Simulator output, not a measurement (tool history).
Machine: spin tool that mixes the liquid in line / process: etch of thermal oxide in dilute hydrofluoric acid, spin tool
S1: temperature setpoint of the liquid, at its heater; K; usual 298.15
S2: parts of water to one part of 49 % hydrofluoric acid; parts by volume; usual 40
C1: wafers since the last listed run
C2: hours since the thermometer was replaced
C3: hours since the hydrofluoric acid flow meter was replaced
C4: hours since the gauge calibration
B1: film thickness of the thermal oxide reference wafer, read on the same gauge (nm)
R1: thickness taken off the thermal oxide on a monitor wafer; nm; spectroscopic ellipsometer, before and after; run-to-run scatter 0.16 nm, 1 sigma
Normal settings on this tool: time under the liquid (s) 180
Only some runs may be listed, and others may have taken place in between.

run 1 hour=0 | S1=300.15 S2=40 time_under_the_liquid_(s)=180 | C1=0 C2=1042.9 C3=1144.4 C4=417.8 | B1=87.56 | R1=25.22
run 2 hour=26.1 | S1=300.15 S2=40 time_under_the_liquid_(s)=180 | C1=125 C2=1069 C3=1170.5 C4=443.9 | B1=87.53 | R1=25.22
run 3 hour=53 | S1=300.15 S2=40 time_under_the_liquid_(s)=180 | C1=128 C2=1095.9 C3=1197.4 C4=470.8 | B1=87.51 | R1=25.29
run 4 hour=111.7 | S1=298.15 S2=40 time_under_the_liquid_(s)=180 | C1=281 C2=1154.6 C3=1256.1 C4=529.5 | B1=87.44 | R1=23.2
run 5 hour=162.3 | S1=298.15 S2=40 time_under_the_liquid_(s)=180 | C1=242 C2=1205.2 C3=1306.7 C4=580.1 | B1=87.35 | R1=23.34
run 6 hour=197.6 | S1=298.15 S2=40 time_under_the_liquid_(s)=180 | C1=169 C2=1240.5 C3=1342 C4=615.4 | B1=87.36 | R1=23.04
run 7 hour=249.5 | S1=298.15 S2=40 time_under_the_liquid_(s)=180 | C1=248 C2=1292.4 C3=1393.9 C4=667.3 | B1=87.31 | R1=23.2
-- hour=277.2 gauge calibrated
run 8 hour=285 | S1=301.15 S2=50 time_under_the_liquid_(s)=105 | C1=170 C2=1327.9 C3=1429.4 C4=7.8 | B1=90.16 | R1=12.43
-- hour=289 hydrofluoric acid flow meter replaced
run 9 hour=326.3 | S1=300.65 S2=40 time_under_the_liquid_(s)=150 | C1=193 C2=1369.2 C3=37.3 C4=49.1 | B1=89.73 | R1=21.95
run 10 hour=379.8 | S1=294.65 S2=50 time_under_the_liquid_(s)=80 | C1=256 C2=1422.7 C3=90.8 C4=102.6 | B1=89.3 | R1=7.16
run 11 hour=407.2 | S1=298.15 S2=50 time_under_the_liquid_(s)=180 | C1=131 C2=1450.1 C3=118.2 C4=130 | B1=89.1 | R1=18.5
run 12 hour=476.7 | S1=300.15 S2=40 time_under_the_liquid_(s)=180 | C1=333 C2=1519.6 C3=187.7 C4=199.5 | B1=88.72 | R1=25.53
-- hour=481.9 thermometer replaced
run 13 hour=630 | S1=298.15 S2=40 time_under_the_liquid_(s)=180 | C1=729 C2=148.1 C3=341 C4=352.8 | B1=88.14 | R1=23.2
run 14 hour=657 | S1=300.15 S2=40 time_under_the_liquid_(s)=180 | C1=129 C2=175.1 C3=368 C4=379.8 | B1=88.15 | R1=25.23
run 15 hour=726.5 | S1=300.15 S2=45 time_under_the_liquid_(s)=135 | C1=333 C2=244.6 C3=437.5 C4=449.3 | B1=87.96 | R1=16.86

Some steps in R1 between neighbouring runs. How much of each would the tool show without its hidden state too (settings, what came in, random variation), and how much is left for the hidden state, with any gauge scatter that isn't in both results?
What the log doesn't record here: liquid colder than its thermometer reads (K); hydrofluoric acid flow below the setpoint (%); gauge reads high (%).
Run 7 -> 8: S1 298.15 -> 301.15, S2 40 -> 50, time under the liquid (s) 180 -> 105, gauge calibrated. R1 -10.77 nm: hidden state +0.73, all else -11.5.
Run 9 -> 10: S1 300.65 -> 294.65, S2 40 -> 50, time under the liquid (s) 150 -> 80. R1 -14.79 nm: hidden state +0.01, all else -14.8.
